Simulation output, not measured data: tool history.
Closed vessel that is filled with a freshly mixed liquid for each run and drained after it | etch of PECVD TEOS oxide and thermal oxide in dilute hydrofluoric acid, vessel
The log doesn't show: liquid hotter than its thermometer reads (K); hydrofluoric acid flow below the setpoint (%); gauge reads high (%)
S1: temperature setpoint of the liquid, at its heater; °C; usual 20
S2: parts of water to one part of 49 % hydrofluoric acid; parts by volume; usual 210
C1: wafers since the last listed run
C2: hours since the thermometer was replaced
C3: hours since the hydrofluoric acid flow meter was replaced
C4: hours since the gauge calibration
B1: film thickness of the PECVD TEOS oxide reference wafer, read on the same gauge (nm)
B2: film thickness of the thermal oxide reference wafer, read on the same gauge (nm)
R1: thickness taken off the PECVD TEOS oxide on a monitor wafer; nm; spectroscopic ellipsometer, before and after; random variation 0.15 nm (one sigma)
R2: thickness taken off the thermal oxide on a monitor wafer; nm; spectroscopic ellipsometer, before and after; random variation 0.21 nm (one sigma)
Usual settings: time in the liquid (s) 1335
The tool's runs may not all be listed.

{"run": 1, "day": 0.0, "S1": 20, "S2": 250, "time in the liquid (s)": 720, "C1": 0, "C2": 1774.5, "C3": 2263.3, "C4": 124.2, "B1": 40.01, "B2": 39.96, "R1": 26.29, "R2": 10.85}
{"run": 2, "day": 0.292, "S1": 20, "S2": 210, "time in the liquid (s)": 1335, "C1": 460, "C2": 1781.5, "C3": 2270.3, "C4": 131.2, "B1": 39.99, "B2": 40, "R1": 60.58, "R2": 24.59}
{"day": 0.604, "done": "gauge calibrated"}
{"run": 3, "day": 0.758, "S1": 20, "S2": 180, "time in the liquid (s)": 1745, "C1": 736, "C2": 1792.7, "C3": 2281.5, "C4": 3.7, "B1": 39.98, "B2": 39.96, "R1": 95.02, "R2": 39.1}
{"run": 4, "day": 1.421, "S1": 20, "S2": 180, "time in the liquid (s)": 1745, "C1": 1045, "C2": 1808.6, "C3": 2297.4, "C4": 19.6, "B1": 40, "B2": 39.99, "R1": 95.14, "R2": 39.02}
{"run": 5, "day": 1.954, "S1": 17.5, "S2": 210, "time in the liquid (s)": 1335, "C1": 842, "C2": 1821.4, "C3": 2310.2, "C4": 32.4, "B1": 40.03, "B2": 40.02, "R1": 55.33, "R2": 22.54}
{"run": 6, "day": 2.688, "S1": 17.5, "S2": 210, "time in the liquid (s)": 1335, "C1": 1157, "C2": 1839, "C3": 2327.8, "C4": 50, "B1": 40, "B2": 40.01, "R1": 55.07, "R2": 22.38}
{"day": 2.908, "done": "thermometer replaced"}
{"run": 7, "day": 3.012, "S1": 20, "S2": 180, "time in the liquid (s)": 1335, "C1": 447, "C2": 2.5, "C3": 2335.6, "C4": 57.8, "B1": 40.01, "B2": 40, "R1": 76.35, "R2": 31.35}
{"run": 8, "day": 3.383, "S1": 20, "S2": 180, "time in the liquid (s)": 1335, "C1": 585, "C2": 11.4, "C3": 2344.5, "C4": 66.7, "B1": 40.01, "B2": 39.98, "R1": 75.64, "R2": 30.54}
{"run": 9, "day": 3.7, "S1": 20, "S2": 180, "time in the liquid (s)": 1335, "C1": 499, "C2": 19, "C3": 2352.1, "C4": 74.3, "B1": 40.01, "B2": 40, "R1": 75.72, "R2": 31.3}

Forecast run 10:
{"day": 4.05, "done": "hydrofluoric acid flow meter replaced"}
{"run": 10, "day": 4.221, "S1": 20, "S2": 210, "time in the liquid (s)": 1335, "C1": 756, "C2": 31.5, "C3": 4.1, "C4": 86.8, "B1": "?", "B2": "?", "R1": "?", "R2": "?"}

{"run 10": {"B1": 40, "B2": 40.01, "R1": 62.79, "R2": 25.81}}
Without the tool's hidden state the same run would have given R1 55.59 nm, R2 22.85 nm.

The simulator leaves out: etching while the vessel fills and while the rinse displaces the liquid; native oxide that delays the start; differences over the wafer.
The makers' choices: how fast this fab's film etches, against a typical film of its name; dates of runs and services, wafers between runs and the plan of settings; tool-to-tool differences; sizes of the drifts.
